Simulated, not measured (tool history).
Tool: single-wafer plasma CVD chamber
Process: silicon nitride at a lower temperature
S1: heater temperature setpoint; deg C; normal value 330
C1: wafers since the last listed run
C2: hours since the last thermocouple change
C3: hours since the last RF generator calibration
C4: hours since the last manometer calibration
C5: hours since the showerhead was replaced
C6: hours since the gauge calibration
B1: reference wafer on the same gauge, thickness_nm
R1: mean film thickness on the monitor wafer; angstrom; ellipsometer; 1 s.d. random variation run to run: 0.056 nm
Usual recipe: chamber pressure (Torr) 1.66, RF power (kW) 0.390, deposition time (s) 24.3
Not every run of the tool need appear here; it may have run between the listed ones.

run 1 hour=0.0 | S1=324 chamber_pressure_(Torr)=1.66 RF_power_(kW)=0.390 deposition_time_(s)=24.3 | C1=0 C2=1679.6 C3=1125.6 C4=829.8 C5=4386.6 C6=63.2 | B1=32.592 | R1=364.70
run 2 hour=17.5 | S1=324 chamber_pressure_(Torr)=1.66 RF_power_(kW)=0.390 deposition_time_(s)=24.3 | C1=571 C2=1697.1 C3=1143.1 C4=847.3 C5=4404.1 C6=80.7 | B1=32.605 | R1=364.98
run 3 hour=24.7 | S1=330 chamber_pressure_(Torr)=1.66 RF_power_(kW)=0.390 deposition_time_(s)=24.3 | C1=235 C2=1704.3 C3=1150.3 C4=854.5 C5=4411.3 C6=87.9 | B1=32.601 | R1=363.77
run 4 hour=32.8 | S1=330 chamber_pressure_(Torr)=1.43 RF_power_(kW)=0.390 deposition_time_(s)=25.8 | C1=264 C2=1712.4 C3=1158.4 C4=862.6 C5=4419.4 C6=96.0 | B1=32.604 | R1=367.27
run 5 hour=45.6 | S1=330 chamber_pressure_(Torr)=1.66 RF_power_(kW)=0.335 deposition_time_(s)=24.3 | C1=417 C2=1725.2 C3=1171.2 C4=875.4 C5=4432.2 C6=108.8 | B1=32.596 | R1=324.89
run 6 hour=60.8 | S1=330 chamber_pressure_(Torr)=1.66 RF_power_(kW)=0.335 deposition_time_(s)=24.3 | C1=496 C2=1740.4 C3=1186.4 C4=890.6 C5=4447.4 C6=124.0 | B1=32.609 | R1=324.94
run 7 hour=71.8 | S1=330 chamber_pressure_(Torr)=1.66 RF_power_(kW)=0.335 deposition_time_(s)=24.3 | C1=359 C2=1751.4 C3=1197.4 C4=901.6 C5=4458.4 C6=135.0 | B1=32.587 | R1=324.38
run 8 hour=87.6 | S1=330 chamber_pressure_(Torr)=1.55 RF_power_(kW)=0.390 deposition_time_(s)=24.3 | C1=515 C2=1767.2 C3=1213.2 C4=917.4 C5=4474.2 C6=150.8 | B1=32.603 | R1=355.33
run 9 hour=99.9 | S1=330 chamber_pressure_(Torr)=1.42 RF_power_(kW)=0.390 deposition_time_(s)=24.3 | C1=401 C2=1779.5 C3=1225.5 C4=929.7 C5=4486.5 C6=163.1 | B1=32.610 | R1=345.22
-- hour=149.7 thermocouple changed; heater temperature recalibrated
run 10 hour=150.4 | S1=330 chamber_pressure_(Torr)=1.42 RF_power_(kW)=0.390 deposition_time_(s)=24.3 | C1=1387 C2=0.7 C3=1276.0 C4=980.2 C5=4537.0 C6=213.6 | B1=32.611 | R1=344.06
-- hour=158.4 RF generator calibrated
run 11 hour=163.4 | S1=330 chamber_pressure_(Torr)=1.83 RF_power_(kW)=0.390 deposition_time_(s)=22.5 | C1=163 C2=13.7 C3=5.0 C4=993.2 C5=4550.0 C6=226.6 | B1=32.602 | R1=363.24
run 12 hour=172.0 | S1=330 chamber_pressure_(Torr)=1.66 RF_power_(kW)=0.405 deposition_time_(s)=24.3 | C1=280 C2=22.3 C3=13.6 C4=1001.8 C5=4558.6 C6=235.2 | B1=32.590 | R1=390.45
-- hour=177.6 gauge calibrated
run 13 hour=181.5 | S1=330 chamber_pressure_(Torr)=1.66 RF_power_(kW)=0.405 deposition_time_(s)=24.3 | C1=310 C2=31.8 C3=23.1 C4=1011.3 C5=4568.1 C6=3.9 | B1=32.600 | R1=390.10
run 14 hour=191.4 | S1=317 chamber_pressure_(Torr)=1.79 RF_power_(kW)=0.390 deposition_time_(s)=24.3 | C1=323 C2=41.7 C3=33.0 C4=1021.2 C5=4578.0 C6=13.8 | B1=32.602 | R1=392.55
run 15 hour=201.1 | S1=330 chamber_pressure_(Torr)=1.66 RF_power_(kW)=0.390 deposition_time_(s)=24.3 | C1=316 C2=51.4 C3=42.7 C4=1030.9 C5=4587.7 C6=23.5 | B1=32.608 | R1=381.01
run 16 hour=210.8 | S1=341 chamber_pressure_(Torr)=1.66 RF_power_(kW)=0.390 deposition_time_(s)=27.7 | C1=316 C2=61.1 C3=52.4 C4=1040.6 C5=4597.4 C6=33.2 | B1=32.599 | R1=433.34
-- hour=220.6 showerhead replaced
run 17 hour=223.9 | S1=330 chamber_pressure_(Torr)=1.66 RF_power_(kW)=0.455 deposition_time_(s)=24.3 | C1=166 C2=74.2 C3=65.5 C4=1053.7 C5=3.3 C6=46.3 | B1=32.600 | R1=423.40
run 18 hour=234.0 | S1=323 chamber_pressure_(Torr)=1.66 RF_power_(kW)=0.390 deposition_time_(s)=24.3 | C1=329 C2=84.3 C3=75.6 C4=1063.8 C5=13.4 C6=56.4 | B1=32.594 | R1=382.85
-- hour=251.2 capacitance manometer re-zeroed and calibrated
run 19 hour=251.7 | S1=330 chamber_pressure_(Torr)=1.25 RF_power_(kW)=0.390 deposition_time_(s)=24.3 | C1=316 C2=102.0 C3=93.3 C4=0.5 C5=31.1 C6=74.1 | B1=32.603 | R1=339.92
run 20 hour=260.1 | S1=316 chamber_pressure_(Torr)=1.66 RF_power_(kW)=0.390 deposition_time_(s)=24.3 | C1=274 C2=110.4 C3=101.7 C4=8.9 C5=39.5 C6=82.5 | B1=32.599 | R1=377.05
run 21 hour=267.4 | S1=330 chamber_pressure_(Torr)=1.66 RF_power_(kW)=0.345 deposition_time_(s)=24.3 | C1=238 C2=117.7 C3=109.0 C4=16.2 C5=46.8 C6=89.8 | B1=32.594 | R1=342.71
run 22 hour=280.5 | S1=344 chamber_pressure_(Torr)=1.66 RF_power_(kW)=0.330 deposition_time_(s)=27.6 | C1=427 C2=130.8 C3=122.1 C4=29.3 C5=59.9 C6=102.9 | B1=32.591 | R1=374.37
run 23 hour=293.0 | S1=330 chamber_pressure_(Torr)=1.66 RF_power_(kW)=0.460 deposition_time_(s)=24.3 | C1=408 C2=143.3 C3=134.6 C4=41.8 C5=72.4 C6=115.4 | B1=32.596 | R1=418.67
run 24 hour=304.9 | S1=330 chamber_pressure_(Torr)=1.66 RF_power_(kW)=0.390 deposition_time_(s)=24.3 | C1=388 C2=155.2 C3=146.5 C4=53.7 C5=84.3 C6=127.3 | B1=32.597 | R1=373.91
run 25 hour=314.6 | S1=330 chamber_pressure_(Torr)=1.28 RF_power_(kW)=0.415 deposition_time_(s)=28.1 | C1=316 C2=164.9 C3=156.2 C4=63.4 C5=94.0 C6=137.0 | B1=32.603 | R1=412.57
run 26 hour=321.4 | S1=330 chamber_pressure_(Torr)=1.66 RF_power_(kW)=0.390 deposition_time_(s)=24.3 | C1=222 C2=171.7 C3=163.0 C4=70.2 C5=100.8 C6=143.8 | B1=32.600 | R1=375.35

Subtracting, for every run, the result it would have given without the tool's unlogged condition from the measured result gives the following. The same run-to-run variation enters both numbers; the gauge's scatter may not:
Unlogged tool condition in this case: wafer temperature above the value expected at the setpoint (K); delivered RF power above the setpoint (%); true pressure above the setpoint (%); gauge reads high (%).
run=1 R1=-10.95
run=2 R1=-11.25
run=3 R1=-11.34
run=4 R1=-11.37
run=5 R1=-11.05
run=6 R1=-11.31
run=7 R1=-11.47
run=8 R1=-12.00
run=9 R1=-11.78
run=10 R1=-12.61
run=11 R1=+5.20
run=12 R1=+5.83
run=13 R1=+5.93
run=14 R1=+6.02
run=15 R1=+5.95
run=16 R1=+6.89
run=17 R1=+6.93
run=18 R1=+6.32
run=19 R1=-0.23
run=20 R1=-0.31
run=21 R1=-0.29
run=22 R1=-0.38
run=23 R1=-0.36
run=24 R1=-0.41
run=25 R1=-0.37
run=26 R1=-0.46

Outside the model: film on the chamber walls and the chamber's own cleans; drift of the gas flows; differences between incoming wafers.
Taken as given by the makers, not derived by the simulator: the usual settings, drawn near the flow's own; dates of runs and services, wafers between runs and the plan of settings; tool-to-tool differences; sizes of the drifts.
